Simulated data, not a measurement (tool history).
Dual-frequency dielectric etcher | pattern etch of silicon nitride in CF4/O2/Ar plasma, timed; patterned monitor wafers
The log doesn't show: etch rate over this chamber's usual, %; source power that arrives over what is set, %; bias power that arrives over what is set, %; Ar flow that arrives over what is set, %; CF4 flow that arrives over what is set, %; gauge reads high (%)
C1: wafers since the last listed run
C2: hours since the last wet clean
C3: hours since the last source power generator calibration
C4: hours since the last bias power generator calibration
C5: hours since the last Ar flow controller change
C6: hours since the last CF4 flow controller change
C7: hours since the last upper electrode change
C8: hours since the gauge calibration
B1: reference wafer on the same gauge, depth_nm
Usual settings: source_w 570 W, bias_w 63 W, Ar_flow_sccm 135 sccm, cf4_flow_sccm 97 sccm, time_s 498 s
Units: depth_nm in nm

run 1 day=0 | source_w=570 bias_w=63 Ar_flow_sccm=157 cf4_flow_sccm=97 time_s=498 | C1=0 C2=324.7 C3=4018.8 C4=3039.4 C5=4537 C6=6074.5 C7=5786.8 C8=95.2 | B1=939.2 | depth_nm=1019.1
run 2 day=0.571 | source_w=570 bias_w=63 Ar_flow_sccm=135 cf4_flow_sccm=97 time_s=498 | C1=66 C2=338.4 C3=4032.5 C4=3053.1 C5=4550.7 C6=6088.2 C7=5800.5 C8=108.9 | B1=939.5 | depth_nm=1033.9
run 3 day=1.258 | source_w=570 bias_w=63 Ar_flow_sccm=135 cf4_flow_sccm=97 time_s=498 | C1=80 C2=354.9 C3=4049 C4=3069.6 C5=4567.2 C6=6104.7 C7=5817 C8=125.4 | B1=939.8 | depth_nm=1027.5
run 4 day=1.783 | source_w=570 bias_w=63 Ar_flow_sccm=135 cf4_flow_sccm=97 time_s=498 | C1=61 C2=367.5 C3=4061.6 C4=3082.2 C5=4579.8 C6=6117.3 C7=5829.6 C8=138 | B1=939.8 | depth_nm=1029.7
run 5 day=2.529 | source_w=570 bias_w=63 Ar_flow_sccm=135 cf4_flow_sccm=97 time_s=498 | C1=86 C2=385.4 C3=4079.5 C4=3100.1 C5=4597.7 C6=6135.2 C7=5847.5 C8=155.9 | B1=940 | depth_nm=1028.6
run 6 day=2.946 | source_w=530 bias_w=63 Ar_flow_sccm=135 cf4_flow_sccm=97 time_s=498 | C1=48 C2=395.4 C3=4089.5 C4=3110.1 C5=4607.7 C6=6145.2 C7=5857.5 C8=165.9 | B1=939.4 | depth_nm=974.9
run 7 day=3.312 | source_w=530 bias_w=63 Ar_flow_sccm=135 cf4_flow_sccm=97 time_s=498 | C1=42 C2=404.2 C3=4098.3 C4=3118.9 C5=4616.5 C6=6154 C7=5866.3 C8=174.7 | B1=940.2 | depth_nm=973
-- day=3.846 gauge calibrated
-- day=4.388 upper electrode replaced
run 8 day=4.408 | source_w=530 bias_w=63 Ar_flow_sccm=135 cf4_flow_sccm=97 time_s=498 | C1=11 C2=430.5 C3=4124.6 C4=3145.2 C5=4642.8 C6=6180.3 C7=0.5 C8=13.5 | B1=939.7 | depth_nm=972.4
run 9 day=4.429 | source_w=570 bias_w=63 Ar_flow_sccm=142 cf4_flow_sccm=97 time_s=498 | C1=2 C2=431 C3=4125.1 C4=3145.7 C5=4643.3 C6=6180.8 C7=1 C8=14 | B1=939.5 | depth_nm=1020.7
-- day=4.596 source power generator calibrated
run 10 day=4.729 | source_w=570 bias_w=72 Ar_flow_sccm=135 cf4_flow_sccm=119 time_s=498 | C1=15 C2=438.2 C3=3.2 C4=3152.9 C5=4650.5 C6=6188 C7=8.2 C8=21.2 | B1=940.4 | depth_nm=1093.3
-- day=5.017 Ar flow controller replaced
-- day=5.454 bias power generator calibrated
run 11 day=5.475 | source_w=570 bias_w=63 Ar_flow_sccm=135 cf4_flow_sccm=97 time_s=498 | C1=38 C2=456.1 C3=21.1 C4=0.5 C5=11 C6=6205.9 C7=26.1 C8=39.1 | B1=940 | depth_nm=1027.3
run 12 day=5.962 | source_w=640 bias_w=63 Ar_flow_sccm=135 cf4_flow_sccm=112 time_s=498 | C1=56 C2=467.8 C3=32.8 C4=12.2 C5=22.7 C6=6217.6 C7=37.8 C8=50.8 | B1=940.1 | depth_nm=1124.2
run 13 day=6.671 | source_w=570 bias_w=63 Ar_flow_sccm=135 cf4_flow_sccm=97 time_s=498 | C1=82 C2=484.8 C3=49.8 C4=29.2 C5=39.7 C6=6234.6 C7=54.8 C8=67.8 | B1=940 | depth_nm=1019
-- day=7.529 CF4 flow controller replaced
-- day=7.804 wet clean of the chamber
run 14 day=7.825 | source_w=460 bias_w=52 Ar_flow_sccm=152 cf4_flow_sccm=97 time_s=554 | C1=73 C2=0.5 C3=77.5 C4=56.9 C5=67.4 C6=7.1 C7=82.5 C8=95.5 | B1=940.3 | depth_nm=954.1
run 15 day=9 | source_w=570 bias_w=63 Ar_flow_sccm=148 cf4_flow_sccm=97 time_s=498 | C1=136 C2=28.7 C3=105.7 C4=85.1 C5=95.6 C6=35.3 C7=110.7 C8=123.7 | B1=939.4 | depth_nm=1052.2
run 16 day=9.421 | source_w=440 bias_w=59 Ar_flow_sccm=135 cf4_flow_sccm=97 time_s=546.5 | C1=49 C2=38.8 C3=115.8 C4=95.2 C5=105.7 C6=45.4 C7=120.8 C8=133.8 | B1=940.4 | depth_nm=958.3
run 17 day=9.796 | source_w=530 bias_w=63 Ar_flow_sccm=135 cf4_flow_sccm=97 time_s=498 | C1=43 C2=47.8 C3=124.8 C4=104.2 C5=114.7 C6=54.4 C7=129.8 C8=142.8 | B1=939.8 | depth_nm=1010
run 18 day=10.392 | source_w=710 bias_w=63 Ar_flow_sccm=169 cf4_flow_sccm=97 time_s=498 | C1=69 C2=62.1 C3=139.1 C4=118.5 C5=129 C6=68.7 C7=144.1 C8=157.1 | B1=940.2 | depth_nm=1221.9

How the hidden state differs across the entries between the runs, from the last listed run before each to the first after it:
Between runs 7 and 8: gauge calibrated (day 3.846); upper electrode replaced (day 4.388)
  etch rate over this chamber's usual, %: -3.5 -> -3.68
  measured less the result without the state, depth_nm: -35.3 -> -37.2 nm
Between runs 9 and 10: source power generator calibrated (day 4.596)
  etch rate over this chamber's usual, %: -3.69 -> -3.74
  measured less the result without the state, depth_nm: -39.1 -> -42.4 nm
Between runs 10 and 11: Ar flow controller replaced (day 5.017); bias power generator calibrated (day 5.454)
  etch rate over this chamber's usual, %: -3.74 -> -3.87
  measured less the result without the state, depth_nm: -42.4 -> -41.3 nm
Between runs 13 and 14: CF4 flow controller replaced (day 7.529); wet clean of the chamber (day 7.804)
  etch rate over this chamber's usual, %: -4.07 -> -0.115
  measured less the result without the state, depth_nm: -43.3 -> -1.1 nm
